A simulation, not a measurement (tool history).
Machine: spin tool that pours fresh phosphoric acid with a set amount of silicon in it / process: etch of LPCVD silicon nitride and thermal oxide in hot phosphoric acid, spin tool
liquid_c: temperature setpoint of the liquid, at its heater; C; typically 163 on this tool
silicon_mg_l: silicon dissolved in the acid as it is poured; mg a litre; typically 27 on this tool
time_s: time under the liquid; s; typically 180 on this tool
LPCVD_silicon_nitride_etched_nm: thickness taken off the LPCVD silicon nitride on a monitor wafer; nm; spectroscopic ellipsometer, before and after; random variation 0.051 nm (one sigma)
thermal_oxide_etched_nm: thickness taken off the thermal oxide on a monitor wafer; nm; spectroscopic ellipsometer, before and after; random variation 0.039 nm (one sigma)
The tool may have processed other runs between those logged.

run	hour	liquid_c	silicon_mg_l	time_s	wafers since the last listed run	hours since the thermometer was replaced	hours since the dissolved silicon flow meter was replaced	hours since the heated supply line was repaired	hours since the gauge calibration	read-back film thickness of the LPCVD silicon nitride reference wafer, read on the same gauge (nm)	read-back film thickness of the thermal oxide reference wafer, read on the same gauge (nm)	LPCVD_silicon_nitride_etched_nm	thermal_oxide_etched_nm
1	0	163	43	180	0	814.1	1516.5	699.5	931.5	118.51	138.234	15.93	0.145
2	105.7	163	43	180	611	919.8	1622.2	805.2	1037.2	118.32	138.056	15.76	0.175
# hour 117.3: thermometer replaced
3	192	163	27	180	493	74.7	1708.5	891.5	1123.5	118.18	137.876	15.8	0.332
# hour 226: gauge calibrated
4	289.8	163	27	180	566	172.5	1806.3	989.3	63.8	120.26	140.326	16.15	0.356
5	375.5	163	27	180	496	258.2	1892	1075	149.5	120.11	140.059	15.93	0.283
6	421.5	163	27	260	266	304.2	1938	1121	195.5	119.99	140.013	23.13	0.517
7	466.5	163	27	260	260	349.2	1983	1166	240.5	119.89	139.915	23.09	0.526
8	669.2	163	27	260	1173	551.9	2185.7	1368.7	443.2	119.55	139.477	22.96	0.537
9	732.9	161.5	6	245	368	615.6	2249.4	1432.4	506.9	119.4	139.306	20.58	0.697
# hour 830.1: dissolved silicon flow meter replaced
10	874.7	164.5	19	180	815	757.4	44.6	1574.2	648.7	119.18	139.031	16.7	0.48
11	917.3	160	42	225	246	800	87.2	1616.8	691.3	119.08	138.927	18.02	0.154
12	953.3	163	27	180	208	836	123.2	1652.8	727.3	119.02	138.895	15.78	0.358
13	997.3	163	27	180	254	880	167.2	1696.8	771.3	118.96	138.734	15.93	0.308
# hour 1011.8: thermometer replaced
14	1038.4	163	27	180	232	26.6	208.3	1737.9	812.4	118.89	138.752	15.91	0.387
# hour 1058.9: heated supply line repaired
15	1118.3	163	27	100	456	106.5	288.2	59.4	892.3	118.74	138.563	8.79	0.211
16	1166.2	161.5	27	270	277	154.4	336.1	107.3	940.2	118.65	138.39	22.61	0.41
17	1218.6	160.5	48.5	95	303	206.8	388.5	159.7	992.6	118.53	138.334	7.66	0.052
18	1286.6	163	40.5	130	393	274.8	456.5	227.7	1060.6	118.43	138.138	11.38	0.124
# hour 1315.4: gauge calibrated
19	1383.4	163	27	225	560	371.6	553.3	324.5	68	119.91	139.881	19.99	0.462
20	1444.3	163	14	120	352	432.5	614.2	385.4	128.9	119.76	139.727	10.64	0.327
21	1542.5	165	27	255	568	530.7	712.4	483.6	227.1	119.64	139.537	24.06	0.501
22	1608.7	163	27	180	383	596.9	778.6	549.8	293.3	119.5	139.378	15.98	0.348

Table of differences, measured result less the result of that run with no hidden state. Run-to-run variation is the same in both. Gauge scatter possibly is not:
The hidden state here: liquid hotter than its thermometer reads (K); dissolved silicon flow above the setpoint (%); temperature lost on the way to the wafer (K); gauge reads high (%).
run	LPCVD_silicon_nitride_etched_nm
1	-0.2
2	-0.22
3	-0.24
4	+0.04
5	+0.02
6	+0
7	-0.01
8	-0.09
9	-0.1
10	-0.12
11	-0.13
12	-0.13
13	-0.14
14	-0.15
15	-0.1
16	-0.26
17	-0.09
18	-0.15
19	-0.02
20	-0.02
21	-0.09
22	-0.07
thermal_oxide_etched_nm: within 0.005 nm of the measured result in every run.
